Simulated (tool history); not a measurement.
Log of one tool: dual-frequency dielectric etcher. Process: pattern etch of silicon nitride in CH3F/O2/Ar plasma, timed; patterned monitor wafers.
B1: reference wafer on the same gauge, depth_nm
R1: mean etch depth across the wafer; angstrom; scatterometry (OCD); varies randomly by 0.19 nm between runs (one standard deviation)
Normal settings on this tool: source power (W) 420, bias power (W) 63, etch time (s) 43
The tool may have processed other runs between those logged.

Run 1, day 0: usual settings but bias power (W) 73; B1 22.9. Result: R1 291.3 angstrom.
Run 2, day 1.342: usual settings but bias power (W) 73; B1 22.88. Result: R1 292.7 angstrom.
Run 3, day 2.367: usual settings but bias power (W) 73; B1 22.89. Result: R1 291.5 angstrom.
Run 4, day 3.4: usual settings; B1 22.95. Result: R1 282.6 angstrom.
Run 5, day 4.096: usual settings; B1 22.84. Result: R1 281.4 angstrom.
Run 6, day 5.417: usual settings; B1 22.91. Result: R1 277.8 angstrom.
At day 6.558: upper electrode replaced, of another model than before.
Run 7, day 6.617: usual settings; B1 22.9. Result: R1 281 angstrom.
Run 8, day 7.933: usual settings; B1 22.91. Result: R1 275.6 angstrom.
At day 8.792: gauge calibrated.
At day 9.038: bias power generator calibrated.
Run 9, day 9.221: usual settings; B1 22.89. Result: R1 273 angstrom.
Run 10, day 10.271: usual settings; B1 22.89. Result: R1 274.6 angstrom.
Run 11, day 11.733: usual settings but bias power (W) 71, etch time (s) 36.5; B1 22.88. Result: R1 240.3 angstrom.
At day 12.138: source power generator calibrated.
At day 13.467: wet clean of the chamber.
Run 12, day 13.488: usual settings; B1 22.91. Result: R1 287.8 angstrom.
Run 13, day 13.583: usual settings; B1 22.83. Result: R1 283.4 angstrom.
Run 14, day 14.342: usual settings; B1 22.91. Result: R1 284.4 angstrom.
Run 15, day 15.212: usual settings but source power (W) 390, bias power (W) 75; B1 22.88. Result: R1 281.9 angstrom.
Run 16, day 16.188: usual settings; B1 22.86. Result: R1 280.8 angstrom.
Run 17, day 17.438: usual settings but source power (W) 340, bias power (W) 77, etch time (s) 30.5; B1 22.89. Result: R1 174.3 angstrom.
Run 18, day 18.392: usual settings but source power (W) 460, bias power (W) 67; B1 22.8. Result: R1 308.7 angstrom.
Run 19, day 19.658: usual settings but source power (W) 370, etch time (s) 34.5; B1 22.89. Result: R1 198.1 angstrom.
Run 20, day 20.671: usual settings but bias power (W) 57, etch time (s) 53.5; B1 22.89. Result: R1 335.6 angstrom.

Some steps in R1, run to run, broken into two amounts with sign: the step expected even without the hidden condition (settings, incoming material, random variation), and the rest, left for the hidden condition together with whatever gauge scatter is not in both the measured and the hidden-condition-free result:
What the log doesn't record here: etch rate over this chamber's usual, %; source power that arrives over what is set, %; bias power that arrives over what is set, %; gauge reads high (%).
Run 11 -> 12: bias power (W) 71 -> 63, etch time (s) 36.5 -> 43, source power generator calibrated, wet clean of the chamber. R1 +47.5 angstrom: hidden state +10.1, all else +37.4.
Run 17 -> 18: source power (W) 340 -> 460, bias power (W) 77 -> 67, etch time (s) 30.5 -> 43. R1 +134.4 angstrom: hidden state -2.5, all else +136.9.
Run 19 -> 20: source power (W) 370 -> 420, bias power (W) 63 -> 57, etch time (s) 34.5 -> 53.5. R1 +137.5 angstrom: hidden state -3.5, all else +141.

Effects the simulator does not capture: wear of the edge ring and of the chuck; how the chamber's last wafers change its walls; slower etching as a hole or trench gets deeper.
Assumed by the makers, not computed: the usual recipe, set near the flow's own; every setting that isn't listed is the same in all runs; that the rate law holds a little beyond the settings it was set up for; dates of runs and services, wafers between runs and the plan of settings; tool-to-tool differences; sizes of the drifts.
